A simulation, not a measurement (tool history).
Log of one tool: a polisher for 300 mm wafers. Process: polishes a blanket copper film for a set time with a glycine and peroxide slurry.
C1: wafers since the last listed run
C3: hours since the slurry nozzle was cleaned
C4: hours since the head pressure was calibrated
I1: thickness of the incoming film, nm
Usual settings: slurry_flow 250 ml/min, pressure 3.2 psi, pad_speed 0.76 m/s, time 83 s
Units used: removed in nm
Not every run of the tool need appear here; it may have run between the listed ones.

Run 1, day 0: usual settings; C1 0; wafers polished on this pad 680; C3 333.4; C4 307.7; I1 2095.2. Result: removed 403.9 nm.
Run 2, day 0.7: usual settings; C1 172; wafers polished on this pad 853; C3 350.2; C4 324.5; I1 2095.8. Result: removed 405 nm.
At day 1.042: worn pad replaced by a new one.
Run 3, day 1.062: usual settings; C1 48; wafers polished on this pad 4; C3 358.9; C4 333.2; I1 2068.9. Result: removed 397.5 nm.
Run 4, day 1.342: usual settings; C1 68; wafers polished on this pad 73; C3 365.6; C4 339.9; I1 2060.6. Result: removed 398.8 nm.
Run 5, day 1.658: usual settings; C1 78; wafers polished on this pad 151; C3 373.2; C4 347.5; I1 2092.2. Result: removed 402.9 nm.
Run 6, day 2: usual settings; C1 84; wafers polished on this pad 235; C3 381.4; C4 355.7; I1 2082.4. Result: removed 403.2 nm.
Run 7, day 2.517: usual settings; C1 127; wafers polished on this pad 363; C3 393.8; C4 368.1; I1 2063.3. Result: removed 402.3 nm.
Run 8, day 3.204: usual settings but time 76 s; C1 169; wafers polished on this pad 533; C3 410.3; C4 384.6; I1 2082.9. Result: removed 362.2 nm.
Run 9, day 3.842: usual settings but time 76 s; C1 157; wafers polished on this pad 690; C3 425.6; C4 399.9; I1 2035.7. Result: removed 361 nm.
Run 10, day 4.242: usual settings but time 76 s; C1 98; wafers polished on this pad 789; C3 435.2; C4 409.5; I1 2066.1. Result: removed 357.6 nm.
At day 4.662: slurry nozzle cleaned.
At day 4.75: worn pad replaced by a new one.
Run 11, day 4.767: usual settings but slurry_flow 315 ml/min; C1 98; wafers polished on this pad 4; C3 2.5; C4 422.1; I1 2079.5. Result: removed 400.8 nm.
At day 5.217: head pressure recalibrated.
Run 12, day 5.238: usual settings but slurry_flow 185 ml/min; C1 95; wafers polished on this pad 100; C3 13.8; C4 0.5; I1 2079.9. Result: removed 421.9 nm.
Run 13, day 5.879: usual settings but slurry_flow 185 ml/min; C1 158; wafers polished on this pad 258; C3 29.2; C4 15.9; I1 2081.5. Result: removed 425.4 nm.
Run 14, day 6.588: usual settings but slurry_flow 185 ml/min; C1 174; wafers polished on this pad 433; C3 46.2; C4 32.9; I1 2105.5. Result: removed 425.4 nm.
Run 15, day 6.871: usual settings but time 66 s; C1 69; wafers polished on this pad 503; C3 53; C4 39.7; I1 2065.1. Result: removed 354.4 nm.
Run 16, day 7.629: usual settings but pressure 2.4 psi; C1 187; wafers polished on this pad 690; C3 71.2; C4 57.9; I1 2127.8. Result: removed 347.6 nm.
Run 17, day 7.988: usual settings but pressure 3.6 psi, pad_speed 0.9 m/s, time 72 s; C1 88; wafers polished on this pad 778; C3 79.8; C4 66.5; I1 2076.4. Result: removed 473.3 nm.
Run 18, day 8.621: usual settings but time 98 s; C1 156; wafers polished on this pad 934; C3 95; C4 81.7; I1 2088.4. Result: removed 514.6 nm.
Run 19, day 8.996: usual settings; C1 92; wafers polished on this pad 1027; C3 104; C4 90.7; I1 2097.5. Result: removed 436.8 nm.
At day 9.246: worn pad replaced by a new one, of another model than before.
Run 20, day 9.45: usual settings but slurry_flow 285 ml/min, pressure 2.2 psi, pad_speed 0.96 m/s, time 105 s; C1 70; wafers polished on this pad 49; C3 114.9; C4 101.6; I1 2060.2. Result: removed 554.4 nm.
Run 21, day 10.15: usual settings but pad_speed 0.62 m/s; C1 172; wafers polished on this pad 222; C3 131.7; C4 118.4; I1 2085.5. Result: removed 393.6 nm.
Run 22, day 10.471: usual settings but pad_speed 0.5 m/s; C1 79; wafers polished on this pad 301; C3 139.4; C4 126.1; I1 2063.8. Result: removed 364.3 nm.
Run 23, day 10.725: usual settings; C1 62; wafers polished on this pad 364; C3 145.5; C4 132.2; I1 2097.8. Result: removed 433.1 nm.
Run 24, day 11.325: usual settings but slurry_flow 285 ml/min; C1 148; wafers polished on this pad 512; C3 159.9; C4 146.6; I1 2102.4. Result: removed 432.4 nm.
Run 25, day 11.854: usual settings; C1 130; wafers polished on this pad 643; C3 172.6; C4 159.3; I1 2083.3. Result: removed 433.1 nm.
At day 12.825: worn pad replaced by a new one.
Run 26, day 13.808: usual settings but slurry_flow 300 ml/min, pad_speed 0.62 m/s, time 63 s; C1 441; wafers polished on this pad 243; C3 219.5; C4 206.2; I1 2051. Result: removed 306.5 nm.
Run 27, day 14.258: usual settings but slurry_flow 215 ml/min, pressure 3.9 psi, time 97 s; C1 111; wafers polished on this pad 354; C3 230.3; C4 217; I1 2104.7. Result: removed 533 nm.
Run 28, day 14.812: usual settings but slurry_flow 170 ml/min, pad_speed 0.6 m/s, time 93 s; C1 136; wafers polished on this pad 490; C3 243.6; C4 230.3; I1 2074.5. Result: removed 395.6 nm.

4 ways to go on from here, each from the tool as it stands after run 28. What would each give?
Run A, day 14.833: usual settings but pad_speed 1 m/s; C1 5; wafers polished on this pad 496; C3 244.1; C4 230.8; I1 2118.2. Result: removed ?.
Run B, day 14.833: usual settings but slurry_flow 285 ml/min, pad_speed 0.68 m/s, time 104 s; C1 5; wafers polished on this pad 496; C3 244.1; C4 230.8; I1 2118.2. Result: removed ?.
Run C, day 14.833: usual settings but slurry_flow 205 ml/min, pressure 2.8 psi, pad_speed 1.02 m/s; C1 5; wafers polished on this pad 496; C3 244.1; C4 230.8; I1 2118.2. Result: removed ?.
Run D, day 14.833: usual settings but slurry_flow 320 ml/min; C1 5; wafers polished on this pad 496; C3 244.1; C4 230.8; I1 2118.2. Result: removed ?.

run  removed
  A    502.1
  B    521.4
  C    466.8
  D    444.9
Stripped of hidden state, with their random variation kept, the same runs would have yielded:
run  removed
  A    517.4
  B    536.6
  C      481
  D      458
